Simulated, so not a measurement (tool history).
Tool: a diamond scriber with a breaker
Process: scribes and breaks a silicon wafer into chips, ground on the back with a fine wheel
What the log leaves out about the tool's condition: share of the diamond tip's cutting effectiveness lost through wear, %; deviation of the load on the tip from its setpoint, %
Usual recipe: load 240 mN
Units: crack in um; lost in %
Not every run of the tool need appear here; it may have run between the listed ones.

run   hour  load  wafers since the last listed run  hours since the diamond tip was replaced  hours since the load on the tip was calibrated  incoming depth of the damage left on the back of the incoming wafer, um  crack   lost
  1      0   240                                 0                                     182.4                                          1686.8                                                                     2.48  11.54   1.96
  2    9.7   240                                21                                     192.1                                          1696.5                                                                     2.46  11.54   2.13
  3   23.7   240                                30                                     206.1                                          1710.5                                                                      1.5  11.62   1.37
  4   32.6   215                                19                                       215                                          1719.4                                                                     2.56   10.5   6.04
  5     42   215                                20                                     224.4                                          1728.8                                                                     2.04   10.4   5.09
  6     50   215                                17                                     232.4                                          1736.8                                                                     2.91  10.63    6.7
  7   57.8   240                                17                                     240.2                                          1744.6                                                                     2.89  11.43   2.57
  8   64.2   240                                14                                     246.6                                            1751                                                                     1.55   11.5   1.31
  9   76.9   172                                28                                     259.3                                          1763.7                                                                     2.83   8.59   31.8
 10   87.8   240                                24                                     270.2                                          1774.6                                                                     2.38  11.51   1.84
 11   96.3   200                                18                                     278.7                                          1783.1                                                                     1.54   9.78  11.17
     108.7  -- load on the tip recalibrated
 12  111.1   289                                28                                     293.5                                             2.4                                                                     2.64  13.43  11.54
 13    127   218                                35                                     309.4                                            18.3                                                                     2.15  10.65    4.5
     134.2  -- diamond tip replaced by a new one
 14  134.7   240                                12                                       0.5                                              26                                                                     2.26  11.43   1.75
 15  145.1   203                                23                                      10.9                                            36.4                                                                     1.89  10.08    9.6
 16  159.6   305                                32                                      25.4                                            50.9                                                                     2.41  14.08  15.06
 17  177.6   240                                39                                      43.4                                            68.9                                                                     2.62  11.36   1.99

For each run, what was the tool's unlogged condition?
share of the diamond tip's cutting effectiveness lost through wear, %: 0, the same for each run
deviation of the load on the tip from its setpoint, %: 0, the same for each run
